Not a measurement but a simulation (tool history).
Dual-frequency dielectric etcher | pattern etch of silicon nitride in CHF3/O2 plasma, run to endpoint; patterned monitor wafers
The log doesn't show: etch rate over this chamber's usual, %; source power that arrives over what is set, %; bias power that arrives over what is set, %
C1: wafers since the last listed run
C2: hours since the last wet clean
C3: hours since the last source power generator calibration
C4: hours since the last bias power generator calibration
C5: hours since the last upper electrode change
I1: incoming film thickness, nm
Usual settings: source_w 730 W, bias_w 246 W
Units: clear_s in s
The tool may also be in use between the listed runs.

Run 1, hour 0.0: usual settings but source_w 830 W; C1 0; C2 166.4; C3 1619.9; C4 2633.1; C5 4440.9; I1 71.7. Result: clear_s 38.6 s.
Run 2, hour 17.5: usual settings but source_w 830 W; C1 247; C2 183.9; C3 1637.4; C4 2650.6; C5 4458.4; I1 73.0. Result: clear_s 39.4 s.
Run 3, hour 43.3: usual settings but source_w 620 W, bias_w 272 W; C1 365; C2 209.7; C3 1663.2; C4 2676.4; C5 4484.2; I1 71.9. Result: clear_s 42.2 s.
Run 4, hour 78.2: usual settings; C1 494; C2 244.6; C3 1698.1; C4 2711.3; C5 4519.1; I1 71.2. Result: clear_s 40.3 s.
Run 5, hour 92.2: usual settings; C1 198; C2 258.6; C3 1712.1; C4 2725.3; C5 4533.1; I1 72.1. Result: clear_s 40.9 s.
Run 6, hour 115.8: usual settings; C1 334; C2 282.2; C3 1735.7; C4 2748.9; C5 4556.7; I1 71.4. Result: clear_s 40.8 s.
Run 7, hour 150.3: usual settings; C1 488; C2 316.7; C3 1770.2; C4 2783.4; C5 4591.2; I1 72.4. Result: clear_s 41.2 s.
Run 8, hour 168.4: usual settings; C1 256; C2 334.8; C3 1788.3; C4 2801.5; C5 4609.3; I1 72.5. Result: clear_s 41.2 s.
Run 9, hour 192.9: usual settings but source_w 620 W; C1 347; C2 359.3; C3 1812.8; C4 2826.0; C5 4633.8; I1 71.8. Result: clear_s 43.1 s.
At hour 240.3: upper electrode replaced.
Run 10, hour 240.8: usual settings but source_w 620 W; C1 338; C2 407.2; C3 1860.7; C4 2873.9; C5 0.5; I1 72.1. Result: clear_s 43.8 s.
Run 11, hour 241.1: usual settings but source_w 820 W; C1 4; C2 407.5; C3 1861.0; C4 2874.2; C5 0.8; I1 71.4. Result: clear_s 39.4 s.
Run 12, hour 259.0: usual settings; C1 253; C2 425.4; C3 1878.9; C4 2892.1; C5 18.7; I1 71.3. Result: clear_s 40.7 s.
At hour 290.2: wet clean of the chamber.
Run 13, hour 290.7: usual settings but source_w 780 W, bias_w 270 W; C1 109; C2 0.5; C3 1910.6; C4 2923.8; C5 50.4; I1 72.5. Result: clear_s 38.6 s.
Run 14, hour 297.6: usual settings but source_w 900 W, bias_w 269 W; C1 97; C2 7.4; C3 1917.5; C4 2930.7; C5 57.3; I1 72.6. Result: clear_s 36.9 s.
Run 15, hour 310.4: usual settings but source_w 610 W; C1 181; C2 20.2; C3 1930.3; C4 2943.5; C5 70.1; I1 71.6. Result: clear_s 42.4 s.
Run 16, hour 330.8: usual settings but source_w 780 W, bias_w 214 W; C1 289; C2 40.6; C3 1950.7; C4 2963.9; C5 90.5; I1 71.8. Result: clear_s 40.2 s.
Run 17, hour 354.4: usual settings but source_w 880 W; C1 334; C2 64.2; C3 1974.3; C4 2987.5; C5 114.1; I1 72.2. Result: clear_s 37.7 s.
Run 18, hour 382.6: usual settings but bias_w 204 W; C1 399; C2 92.4; C3 2002.5; C4 3015.7; C5 142.3; I1 71.9. Result: clear_s 42.0 s.
Run 19, hour 411.2: usual settings but source_w 880 W, bias_w 283 W; C1 405; C2 121.0; C3 2031.1; C4 3044.3; C5 170.9; I1 72.5. Result: clear_s 36.8 s.
Run 20, hour 432.9: usual settings but source_w 640 W, bias_w 275 W; C1 307; C2 142.7; C3 2052.8; C4 3066.0; C5 192.6; I1 72.1. Result: clear_s 41.1 s.
Run 21, hour 449.9: usual settings; C1 240; C2 159.7; C3 2069.8; C4 3083.0; C5 209.6; I1 72.0. Result: clear_s 40.4 s.
Run 22, hour 472.0: usual settings but source_w 610 W, bias_w 228 W; C1 313; C2 181.8; C3 2091.9; C4 3105.1; C5 231.7; I1 73.3. Result: clear_s 44.5 s.
Run 23, hour 487.2: usual settings but source_w 800 W, bias_w 263 W; C1 215; C2 197.0; C3 2107.1; C4 3120.3; C5 246.9; I1 72.7. Result: clear_s 39.4 s.
At hour 497.4: source power generator calibrated.
Run 24, hour 515.0: usual settings but source_w 660 W, bias_w 303 W; C1 337; C2 224.8; C3 17.6; C4 3148.1; C5 274.7; I1 72.7. Result: clear_s 40.6 s.
Run 25, hour 530.2: usual settings but source_w 800 W, bias_w 298 W; C1 215; C2 240.0; C3 32.8; C4 3163.3; C5 289.9; I1 72.2. Result: clear_s 37.8 s.
At hour 541.0: bias power generator calibrated.
Run 26, hour 565.4: usual settings but bias_w 198 W; C1 442; C2 275.2; C3 68.0; C4 24.4; C5 325.1; I1 72.0. Result: clear_s 42.5 s.
Run 27, hour 582.4: usual settings; C1 240; C2 292.2; C3 85.0; C4 41.4; C5 342.1; I1 72.1. Result: clear_s 40.8 s.
Run 28, hour 601.8: usual settings but bias_w 200 W; C1 274; C2 311.6; C3 104.4; C4 60.8; C5 361.5; I1 72.3. Result: clear_s 42.9 s.
Run 29, hour 625.8: usual settings but source_w 910 W, bias_w 306 W; C1 340; C2 335.6; C3 128.4; C4 84.8; C5 385.5; I1 72.7. Result: clear_s 36.5 s.
Run 30, hour 646.9: usual settings but source_w 600 W, bias_w 271 W; C1 298; C2 356.7; C3 149.5; C4 105.9; C5 406.6; I1 72.5. Result: clear_s 43.1 s.
Run 31, hour 679.1: usual settings but bias_w 202 W; C1 456; C2 388.9; C3 181.7; C4 138.1; C5 438.8; I1 72.2. Result: clear_s 42.7 s.
Run 32, hour 691.8: usual settings but bias_w 211 W; C1 179; C2 401.6; C3 194.4; C4 150.8; C5 451.5; I1 72.5. Result: clear_s 42.5 s.
Run 33, hour 711.3: usual settings but source_w 580 W, bias_w 208 W; C1 276; C2 421.1; C3 213.9; C4 170.3; C5 471.0; I1 72.3. Result: clear_s 45.9 s.
At hour 751.8: wet clean of the chamber.
Run 34, hour 752.3: usual settings but source_w 640 W; C1 240; C2 0.5; C3 254.9; C4 211.3; C5 512.0; I1 72.7. Result: clear_s 42.0 s.
Run 35, hour 758.4: usual settings; C1 86; C2 6.6; C3 261.0; C4 217.4; C5 518.1; I1 72.2. Result: clear_s 40.1 s.
Run 36, hour 789.0: usual settings; C1 433; C2 37.2; C3 291.6; C4 248.0; C5 548.7; I1 72.4. Result: clear_s 40.1 s.

How the hidden state differs across the entries between the runs, from the last listed run before each to the first after it:
Between runs 9 and 10: upper electrode replaced (hour 240.3)
  etch rate over this chamber's usual, %: -2.65 -> -2.95
  measured less the result without the state, clear_s: +1.2 -> +1.3 s
Between runs 12 and 13: wet clean of the chamber (hour 290.2)
  etch rate over this chamber's usual, %: -3.06 -> -0.155
  measured less the result without the state, clear_s: +1.2 -> +0.0 s
Between runs 23 and 24: source power generator calibrated (hour 497.4)
  etch rate over this chamber's usual, %: -1.37 -> -1.55
  measured less the result without the state, clear_s: +0.5 -> +0.6 s
Between runs 25 and 26: bias power generator calibrated (hour 541.0)
  etch rate over this chamber's usual, %: -1.64 -> -1.86
  measured less the result without the state, clear_s: +0.6 -> +0.8 s
Between runs 33 and 34: wet clean of the chamber (hour 751.8)
  etch rate over this chamber's usual, %: -2.76 -> 0.282
  measured less the result without the state, clear_s: +1.2 -> -0.1 s
